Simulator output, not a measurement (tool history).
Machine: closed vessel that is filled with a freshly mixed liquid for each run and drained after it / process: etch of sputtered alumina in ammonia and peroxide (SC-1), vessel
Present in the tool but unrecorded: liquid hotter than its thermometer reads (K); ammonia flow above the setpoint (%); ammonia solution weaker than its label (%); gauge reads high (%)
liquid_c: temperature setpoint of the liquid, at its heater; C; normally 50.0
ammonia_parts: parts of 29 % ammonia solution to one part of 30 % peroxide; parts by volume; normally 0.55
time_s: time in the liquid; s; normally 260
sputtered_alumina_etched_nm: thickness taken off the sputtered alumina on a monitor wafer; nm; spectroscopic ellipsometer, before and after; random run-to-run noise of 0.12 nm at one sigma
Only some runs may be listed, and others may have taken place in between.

run    day  liquid_c  ammonia_parts  time_s  wafers since the last listed run  hours since the thermometer was replaced  hours since the ammonia flow meter was replaced  hours since the drum of ammonia solution was connected  hours since the gauge calibration  read-back film thickness of the sputtered alumina reference wafer, read on the same gauge (nm)  sputtered_alumina_etched_nm
  1  0.000      50.0           0.55     340                                 0                                     835.7                                           1271.1                                                   863.4                               40.5                                                                                           70.02                        22.52
  2  0.512      50.0           0.55     340                               845                                     848.0                                           1283.4                                                   875.7                               52.8                                                                                           70.02                        22.96
  3  0.921      50.0           0.55     340                               673                                     857.8                                           1293.2                                                   885.5                               62.6                                                                                           70.00                        22.58
  4  1.238      50.0           0.40     260                               522                                     865.4                                           1300.8                                                   893.1                               70.2                                                                                           70.00                        16.89
  5  1.754      50.0           0.40     260                               852                                     877.8                                           1313.2                                                   905.5                               82.6                                                                                           69.98                        16.64
  6  2.258      50.0           0.70     140                               831                                     889.9                                           1325.3                                                   917.6                               94.7                                                                                           70.00                         9.60
     2.308  -- thermometer replaced
     2.388  -- gauge calibrated
  7  2.575      50.0           0.70     140                               453                                       6.4                                           1332.9                                                   925.2                                4.5                                                                                           70.00                         9.67
  8  2.950      41.5           0.55     260                               618                                      15.4                                           1341.9                                                   934.2                               13.5                                                                                           70.00                        10.70
  9  3.229      50.0           0.55     180                               460                                      22.1                                           1348.6                                                   940.9                               20.2                                                                                           70.00                        12.04
 10  3.921      59.5           0.40     410                              1140                                      38.7                                           1365.2                                                   957.5                               36.8                                                                                           70.00                        43.98
     4.025  -- new drum of ammonia solution connected
 11  4.179      46.0           0.35     170                               357                                      44.9                                           1371.4                                                     3.7                               43.0                                                                                           70.00                         8.69
     4.667  -- ammonia flow meter replaced
 12  4.708      50.0           0.55     340                               804                                      57.6                                              1.0                                                    16.4                               55.7                                                                                           70.00                        22.68
 13  5.262      50.0           0.55     260                               914                                      70.9                                             14.3                                                    29.7                               69.0                                                                                           69.99                        17.36
 14  5.612      50.0           0.45     305                               577                                      79.3                                             22.7                                                    38.1                               77.4                                                                                           70.00                        20.04
 15  6.162      44.5           0.75     115                               907                                      92.5                                             35.9                                                    51.3                               90.6                                                                                           69.99                         5.81

Here are 4 independent what-if runs from the current tool condition. What would each one return?
  A  6.192      50.0           0.80     260                                48                                      93.2                                             36.6                                                    52.0                               91.3                                                                                               ?                            ?
  B  6.192      50.0           0.55     150                                48                                      93.2                                             36.6                                                    52.0                               91.3                                                                                               ?                            ?
  C  6.192      53.0           0.35     260                                48                                      93.2                                             36.6                                                    52.0                               91.3                                                                                               ?                            ?
  D  6.192      50.0           0.40     170                                48                                      93.2                                             36.6                                                    52.0                               91.3                                                                                               ?                            ?

run  read-back film thickness of the sputtered alumina reference wafer, read on the same gauge (nm)  sputtered_alumina_etched_nm
  A                                                                                           70.02                        17.95
  B                                                                                           70.02                         9.99
  C                                                                                           70.02                        19.53
  D                                                                                           70.02                        10.98
Without the tool's hidden state the same runs would have given:
run  sputtered_alumina_etched_nm
  A                        17.95
  B                         9.99
  C                        19.53
  D                        10.98
